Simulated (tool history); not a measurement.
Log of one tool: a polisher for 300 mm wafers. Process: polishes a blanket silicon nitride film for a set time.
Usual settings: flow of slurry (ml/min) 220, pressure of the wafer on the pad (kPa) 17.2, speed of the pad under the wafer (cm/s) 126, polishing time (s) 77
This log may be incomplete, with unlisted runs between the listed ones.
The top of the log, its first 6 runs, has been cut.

run   hour  flow of slurry (ml/min)  pressure of the wafer on the pad (kPa)  speed of the pad under the wafer (cm/s)  polishing time (s)  wafers since the last listed run  wafers polished on this pad  hours since the slurry nozzle was cleaned  hours since the head pressure was calibrated  incoming thickness of the incoming film, nm  film removed (Å)
  7  145.7                      220                                    17.2                                      126                  77                               213                          218                                      421.4                                         129.1                                        471.7              1253
  8  170.9                      220                                    17.2                                      126                  77                               165                          383                                      446.6                                         154.3                                        464.7              1245
  9  202.3                      220                                    22.1                                      126                  68                               205                          588                                        478                                         185.7                                        476.4              1393
 10  219.4                      220                                    20.7                                      126                  77                               112                          701                                      495.1                                         202.8                                        465.4              1482
       257  -- worn pad replaced by a new one
 11  271.6                      220                                    20.7                                      126                  77                               315                           95                                      547.3                                           255                                        467.4              1519
 12  303.1                      220                                    20.7                                      126                  77                               206                          301                                      578.8                                         286.5                                        474.8              1475
 13  327.9                      220                                    12.4                                      126                  77                               162                          464                                      603.6                                         311.3                                        473.7               907
     341.6  -- slurry nozzle cleaned
 14    352                      220                                    12.4                                      126                  77                               151                          615                                       10.4                                         335.4                                        466.4               885
 15  385.3                      220                                    12.4                                      126                  77                               218                          833                                       43.7                                         368.7                                          472               898
 16  410.5                      260                                    17.2                                      150                  77                               165                          999                                       68.9                                         393.9                                        473.4              1476
       441  -- worn pad replaced by a new one
 17  441.5                      220                                    17.2                                       92                  98                               176                            3                                       99.9                                         424.9                                        468.9              1217
 18  466.2                      220                                    17.2                                      126                  77                               161                          165                                      124.6                                         449.6                                        469.4              1255
 19  500.3                      220                                    17.2                                      146                  84                               223                          388                                      158.7                                         483.7                                        467.5              1525
 20  529.5                      220                                    17.2                                      126                  77                               191                          579                                      187.9                                         512.9                                          476              1239
 21  548.6                      220                                    19.3                                      138                 102                               125                          705                                        207                                           532                                        464.3              2011
     571.8  -- head pressure recalibrated
 22  577.4                      295                                    17.2                                       88                  95                               175                          880                                      235.8                                           5.6                                        466.8              1175
 23  598.6                      220                                    17.2                                       84                  54                               138                         1019                                        257                                          26.8                                        466.9               626
 24  622.8                      220                                    17.2                                      126                  96                               158                         1178                                      281.2                                            51                                        468.7              1551
       629  -- worn pad replaced by a new one
 25  654.6                      220                                    17.2                                      126                  77                               182                          167                                        313                                          82.8                                        469.2              1268
 26  688.3                      275                                    22.8                                      156                  77                               220                          388                                      346.7                                         116.5                                        471.1              1956

Run 27, settings as shown, results not yet in. Your forecast:
 27  720.9                      220                                    23.4                                      126                  77                               213                          601                                      379.3                                         149.1                                        469.7                 ?

{"run 27": {"film removed (Å)": 1668}}
If the tool had no hidden condition, the same run with the same run-to-run variation would have returned film removed (Å) 1668.
